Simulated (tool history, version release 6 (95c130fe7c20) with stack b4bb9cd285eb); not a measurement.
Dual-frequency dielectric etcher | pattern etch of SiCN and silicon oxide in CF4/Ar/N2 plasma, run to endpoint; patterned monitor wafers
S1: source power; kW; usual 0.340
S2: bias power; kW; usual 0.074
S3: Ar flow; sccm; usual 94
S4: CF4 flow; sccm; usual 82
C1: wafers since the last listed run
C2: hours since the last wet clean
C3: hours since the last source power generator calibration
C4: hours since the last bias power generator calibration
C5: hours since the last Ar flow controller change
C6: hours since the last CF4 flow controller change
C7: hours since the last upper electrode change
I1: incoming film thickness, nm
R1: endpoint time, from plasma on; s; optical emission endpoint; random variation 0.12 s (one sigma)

Run 1, hour 0.0: usual settings but S2 0.062 kW, S4 78 sccm; C1 0; C2 98.5; C3 1351.1; C4 3672.4; C5 1607.6; C6 4644.5; C7 183.9; I1 9.17. Result: R1 15.8 s.
At hour 26.7: CF4 flow controller replaced.
At hour 30.5: bias power generator calibrated.
Run 2, hour 31.0: usual settings but S2 0.062 kW, S4 78 sccm; C1 296; C2 129.5; C3 1382.1; C4 0.5; C5 1638.6; C6 4.3; C7 214.9; I1 9.17. Result: R1 15.4 s.
Run 3, hour 36.1: usual settings but S2 0.087 kW; C1 71; C2 134.6; C3 1387.2; C4 5.6; C5 1643.7; C6 9.4; C7 220.0; I1 9.14. Result: R1 13.9 s.
Run 4, hour 62.8: usual settings but S3 83 sccm; C1 374; C2 161.3; C3 1413.9; C4 32.3; C5 1670.4; C6 36.1; C7 246.7; I1 9.24. Result: R1 14.2 s.
Run 5, hour 75.2: usual settings but S2 0.060 kW, S4 97 sccm; C1 174; C2 173.7; C3 1426.3; C4 44.7; C5 1682.8; C6 48.5; C7 259.1; I1 9.25. Result: R1 15.5 s.
Run 6, hour 87.6: usual settings but S1 0.310 kW, S3 101 sccm; C1 174; C2 186.1; C3 1438.7; C4 57.1; C5 1695.2; C6 60.9; C7 271.5; I1 9.21. Result: R1 15.5 s.
At hour 124.2: Ar flow controller replaced.
Run 7, hour 124.7: usual settings but S2 0.086 kW, S3 115 sccm; C1 436; C2 223.2; C3 1475.8; C4 94.2; C5 0.5; C6 98.0; C7 308.6; I1 9.15. Result: R1 14.4 s.
Run 8, hour 134.1: usual settings but S4 97 sccm; C1 131; C2 232.6; C3 1485.2; C4 103.6; C5 9.9; C6 107.4; C7 318.0; I1 9.11. Result: R1 14.3 s.
Run 9, hour 161.0: usual settings; C1 377; C2 259.5; C3 1512.1; C4 130.5; C5 36.8; C6 134.3; C7 344.9; I1 9.10. Result: R1 14.4 s.
Run 10, hour 183.2: usual settings but S1 0.270 kW, S3 108 sccm; C1 311; C2 281.7; C3 1534.3; C4 152.7; C5 59.0; C6 156.5; C7 367.1; I1 9.17. Result: R1 16.4 s.
Run 11, hour 201.2: usual settings; C1 252; C2 299.7; C3 1552.3; C4 170.7; C5 77.0; C6 174.5; C7 385.1; I1 9.21. Result: R1 14.5 s.
Run 12, hour 214.6: usual settings; C1 188; C2 313.1; C3 1565.7; C4 184.1; C5 90.4; C6 187.9; C7 398.5; I1 9.19. Result: R1 14.5 s.
Run 13, hour 231.7: usual settings but S1 0.380 kW, S2 0.061 kW; C1 240; C2 330.2; C3 1582.8; C4 201.2; C5 107.5; C6 205.0; C7 415.6; I1 9.17. Result: R1 14.4 s.

Run 14 comes next. What will it give?
At hour 265.3: wet clean of the chamber.
At hour 269.4: source power generator calibrated.
Run 14, hour 269.9: usual settings but S1 0.390 kW, S3 83 sccm; C1 143; C2 4.6; C3 0.5; C4 239.4; C5 145.7; C6 243.2; C7 453.8; I1 9.22. Result: R1 ?.

{"run 14": {"R1": 13.7}}
Without the tool's hidden state the same run would have given R1 13.6 s.
